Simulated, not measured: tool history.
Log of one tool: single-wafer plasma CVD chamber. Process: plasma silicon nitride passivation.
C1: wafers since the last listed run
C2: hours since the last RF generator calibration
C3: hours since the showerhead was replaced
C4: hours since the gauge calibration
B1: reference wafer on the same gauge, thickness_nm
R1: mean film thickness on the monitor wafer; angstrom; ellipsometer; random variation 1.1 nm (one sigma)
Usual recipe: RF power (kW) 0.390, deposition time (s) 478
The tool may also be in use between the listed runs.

{"run": 1, "hour": 0.0, "RF power (kW)": 0.39, "deposition time (s)": 478, "C1": 0, "C2": 2280.9, "C3": 4282.2, "C4": 119.4, "B1": 887.333, "R1": 7437.56}
{"hour": 1.4, "done": "gauge calibrated"}
{"run": 2, "hour": 14.9, "RF power (kW)": 0.39, "deposition time (s)": 478, "C1": 48, "C2": 2295.8, "C3": 4297.1, "C4": 13.5, "B1": 887.97, "R1": 7444.03}
{"run": 3, "hour": 26.6, "RF power (kW)": 0.39, "deposition time (s)": 478, "C1": 38, "C2": 2307.5, "C3": 4308.8, "C4": 25.2, "B1": 888.231, "R1": 7446.23}
{"run": 4, "hour": 39.9, "RF power (kW)": 0.39, "deposition time (s)": 478, "C1": 43, "C2": 2320.8, "C3": 4322.1, "C4": 38.5, "B1": 887.71, "R1": 7429.8}
{"run": 5, "hour": 51.7, "RF power (kW)": 0.39, "deposition time (s)": 478, "C1": 38, "C2": 2332.6, "C3": 4333.9, "C4": 50.3, "B1": 887.65, "R1": 7457.06}
{"hour": 73.9, "done": "RF generator calibrated"}
{"run": 6, "hour": 74.4, "RF power (kW)": 0.345, "deposition time (s)": 478, "C1": 47, "C2": 0.5, "C3": 4356.6, "C4": 73.0, "B1": 888.211, "R1": 7279.37}
{"run": 7, "hour": 75.8, "RF power (kW)": 0.345, "deposition time (s)": 478, "C1": 4, "C2": 1.9, "C3": 4358.0, "C4": 74.4, "B1": 887.805, "R1": 7276.76}
{"run": 8, "hour": 87.8, "RF power (kW)": 0.39, "deposition time (s)": 435, "C1": 39, "C2": 13.9, "C3": 4370.0, "C4": 86.4, "B1": 888.038, "R1": 6774.75}
{"run": 9, "hour": 101.8, "RF power (kW)": 0.42, "deposition time (s)": 555, "C1": 45, "C2": 27.9, "C3": 4384.0, "C4": 100.4, "B1": 887.768, "R1": 8772.55}
{"hour": 108.7, "done": "gauge calibrated"}
{"run": 10, "hour": 115.7, "RF power (kW)": 0.365, "deposition time (s)": 421, "C1": 45, "C2": 41.8, "C3": 4397.9, "C4": 7.0, "B1": 888.181, "R1": 6493.65}
{"run": 11, "hour": 133.0, "RF power (kW)": 0.415, "deposition time (s)": 478, "C1": 56, "C2": 59.1, "C3": 4415.2, "C4": 24.3, "B1": 888.197, "R1": 7497.23}
{"run": 12, "hour": 145.4, "RF power (kW)": 0.31, "deposition time (s)": 406, "C1": 40, "C2": 71.5, "C3": 4427.6, "C4": 36.7, "B1": 887.331, "R1": 6098.8}
{"hour": 160.8, "done": "showerhead replaced"}
{"run": 13, "hour": 161.3, "RF power (kW)": 0.39, "deposition time (s)": 478, "C1": 25, "C2": 87.4, "C3": 0.5, "C4": 52.6, "B1": 888.226, "R1": 7437.34}
{"run": 14, "hour": 176.5, "RF power (kW)": 0.315, "deposition time (s)": 392, "C1": 49, "C2": 102.6, "C3": 15.7, "C4": 67.8, "B1": 887.995, "R1": 5904.58}
{"run": 15, "hour": 184.2, "RF power (kW)": 0.39, "deposition time (s)": 395, "C1": 25, "C2": 110.3, "C3": 23.4, "C4": 75.5, "B1": 887.961, "R1": 6155.37}
{"run": 16, "hour": 202.1, "RF power (kW)": 0.39, "deposition time (s)": 478, "C1": 58, "C2": 128.2, "C3": 41.3, "C4": 93.4, "B1": 888.043, "R1": 7425.16}

Predict each of these 4 candidate next runs independently; none follows another, all start after run 16:
{"run": "A", "hour": 202.6, "RF power (kW)": 0.39, "deposition time (s)": 478, "C1": 1, "C2": 128.7, "C3": 41.8, "C4": 93.9, "B1": "?", "R1": "?"}
{"run": "B", "hour": 202.6, "RF power (kW)": 0.455, "deposition time (s)": 562, "C1": 1, "C2": 128.7, "C3": 41.8, "C4": 93.9, "B1": "?", "R1": "?"}
{"run": "C", "hour": 202.6, "RF power (kW)": 0.335, "deposition time (s)": 386, "C1": 1, "C2": 128.7, "C3": 41.8, "C4": 93.9, "B1": "?", "R1": "?"}
{"run": "D", "hour": 202.6, "RF power (kW)": 0.39, "deposition time (s)": 532, "C1": 1, "C2": 128.7, "C3": 41.8, "C4": 93.9, "B1": "?", "R1": "?"}

run=A B1=887.531 R1=7433.66
run=B B1=887.531 R1=8982.88
run=C B1=887.531 R1=5852.80
run=D B1=887.531 R1=8273.45
The same runs, with their run-to-run variation unchanged, on a tool lacking any hidden condition would have given:
run=A R1=7433.66
run=B R1=8982.88
run=C R1=5852.80
run=D R1=8273.45
